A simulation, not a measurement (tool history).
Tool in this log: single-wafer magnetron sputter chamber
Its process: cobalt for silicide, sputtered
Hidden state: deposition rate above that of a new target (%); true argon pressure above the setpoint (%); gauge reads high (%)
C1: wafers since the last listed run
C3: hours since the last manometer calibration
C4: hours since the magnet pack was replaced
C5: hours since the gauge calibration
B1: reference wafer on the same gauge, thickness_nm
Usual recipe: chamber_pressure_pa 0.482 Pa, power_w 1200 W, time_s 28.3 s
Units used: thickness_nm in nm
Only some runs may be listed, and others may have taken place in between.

run 1 day=0 | chamber_pressure_pa=0.482 power_w=1200 time_s=28.3 | C1=0 wafers_on_the_sputter_target=17228 C3=885.3 C4=8493.5 C5=661.5 | B1=22.258 | thickness_nm=18.173
run 2 day=2.783 | chamber_pressure_pa=0.482 power_w=1200 time_s=28.3 | C1=2455 wafers_on_the_sputter_target=19683 C3=952.1 C4=8560.3 C5=728.3 | B1=22.237 | thickness_nm=18.355
-- day=3.95 sputter target and shields replaced
run 3 day=4.167 | chamber_pressure_pa=0.482 power_w=1200 time_s=28.3 | C1=926 wafers_on_the_sputter_target=192 C3=985.3 C4=8593.5 C5=761.5 | B1=22.17 | thickness_nm=17.323
run 4 day=5.354 | chamber_pressure_pa=0.482 power_w=1200 time_s=28.3 | C1=1047 wafers_on_the_sputter_target=1239 C3=1013.8 C4=8622 C5=790 | B1=22.182 | thickness_nm=17.172
run 5 day=7.342 | chamber_pressure_pa=0.482 power_w=1200 time_s=28.3 | C1=1753 wafers_on_the_sputter_target=2993 C3=1061.5 C4=8669.7 C5=837.7 | B1=22.167 | thickness_nm=16.895
run 6 day=8.829 | chamber_pressure_pa=0.482 power_w=1200 time_s=28.3 | C1=1312 wafers_on_the_sputter_target=4305 C3=1097.2 C4=8705.4 C5=873.4 | B1=22.183 | thickness_nm=16.923
run 7 day=11.725 | chamber_pressure_pa=0.482 power_w=1200 time_s=28.3 | C1=2554 wafers_on_the_sputter_target=6859 C3=1166.7 C4=8774.9 C5=942.9 | B1=22.203 | thickness_nm=16.589
run 8 day=14.604 | chamber_pressure_pa=0.482 power_w=1200 time_s=28.3 | C1=2539 wafers_on_the_sputter_target=9399 C3=1235.8 C4=8844 C5=1012 | B1=22.176 | thickness_nm=16.497
-- day=17.529 capacitance manometer re-zeroed and calibrated
run 9 day=17.55 | chamber_pressure_pa=0.482 power_w=1200 time_s=28.3 | C1=2304 wafers_on_the_sputter_target=11704 C3=0.5 C4=8914.7 C5=1082.7 | B1=22.205 | thickness_nm=16.492
-- day=19.417 magnet pack replaced
run 10 day=19.438 | chamber_pressure_pa=0.482 power_w=1200 time_s=30.7 | C1=1370 wafers_on_the_sputter_target=13074 C3=45.8 C4=0.5 C5=1128 | B1=22.205 | thickness_nm=17.773
run 11 day=20.854 | chamber_pressure_pa=0.482 power_w=1200 time_s=28.3 | C1=1249 wafers_on_the_sputter_target=14324 C3=79.8 C4=34.5 C5=1162 | B1=22.215 | thickness_nm=16.512
run 12 day=23.304 | chamber_pressure_pa=0.482 power_w=1300 time_s=26.9 | C1=2161 wafers_on_the_sputter_target=16485 C3=138.6 C4=93.3 C5=1220.8 | B1=22.224 | thickness_nm=16.877
run 13 day=24.321 | chamber_pressure_pa=0.482 power_w=1400 time_s=28.3 | C1=896 wafers_on_the_sputter_target=17382 C3=163 C4=117.7 C5=1245.2 | B1=22.21 | thickness_nm=18.989
run 14 day=25.6 | chamber_pressure_pa=0.368 power_w=1200 time_s=31 | C1=1128 wafers_on_the_sputter_target=18511 C3=193.7 C4=148.4 C5=1275.9 | B1=22.185 | thickness_nm=18.498
run 15 day=27.812 | chamber_pressure_pa=0.544 power_w=1200 time_s=32.2 | C1=1951 wafers_on_the_sputter_target=20462 C3=246.8 C4=201.5 C5=1329 | B1=22.182 | thickness_nm=18.187
run 16 day=30.525 | chamber_pressure_pa=0.408 power_w=1450 time_s=30.6 | C1=2392 wafers_on_the_sputter_target=22855 C3=311.9 C4=266.6 C5=1394.1 | B1=22.235 | thickness_nm=21.753
-- day=32.717 sputter target and shields replaced, repeated, since the last time left the tool worse
run 17 day=36.962 | chamber_pressure_pa=0.482 power_w=1200 time_s=28.3 | C1=5384 wafers_on_the_sputter_target=3745 C3=466.4 C4=421.1 C5=1548.6 | B1=22.177 | thickness_nm=18.861
run 18 day=39.633 | chamber_pressure_pa=0.482 power_w=1200 time_s=32.8 | C1=2356 wafers_on_the_sputter_target=6101 C3=530.5 C4=485.2 C5=1612.7 | B1=22.219 | thickness_nm=21.643
run 19 day=41.958 | chamber_pressure_pa=0.482 power_w=1200 time_s=28.3 | C1=2050 wafers_on_the_sputter_target=8152 C3=586.3 C4=541 C5=1668.5 | B1=22.166 | thickness_nm=18.576
-- day=42.275 gauge calibrated
run 20 day=43.946 | chamber_pressure_pa=0.482 power_w=1300 time_s=28.3 | C1=1753 wafers_on_the_sputter_target=9905 C3=634 C4=588.7 C5=40.1 | B1=22.21 | thickness_nm=20.019
run 21 day=45.154 | chamber_pressure_pa=0.482 power_w=1200 time_s=28.3 | C1=1065 wafers_on_the_sputter_target=10971 C3=663 C4=617.7 C5=69.1 | B1=22.226 | thickness_nm=18.505
run 22 day=46.675 | chamber_pressure_pa=0.482 power_w=1200 time_s=33.2 | C1=1341 wafers_on_the_sputter_target=12313 C3=699.5 C4=654.2 C5=105.6 | B1=22.199 | thickness_nm=21.586
run 23 day=49.438 | chamber_pressure_pa=0.482 power_w=1200 time_s=28.3 | C1=2436 wafers_on_the_sputter_target=14749 C3=765.8 C4=720.5 C5=171.9 | B1=22.219 | thickness_nm=18.325

Estimate the outcome of run 24 from the log above:
run 24 day=52.304 | chamber_pressure_pa=0.614 power_w=1400 time_s=31.6 | C1=2528 wafers_on_the_sputter_target=17278 C3=834.6 C4=789.3 C5=240.7 | B1=? | thickness_nm=?

Run 24 measured B1 22.213, thickness_nm 22.929 nm.
Were there no unlogged condition in the tool, this run, its random variation unchanged, would have produced thickness_nm 24.152 nm.
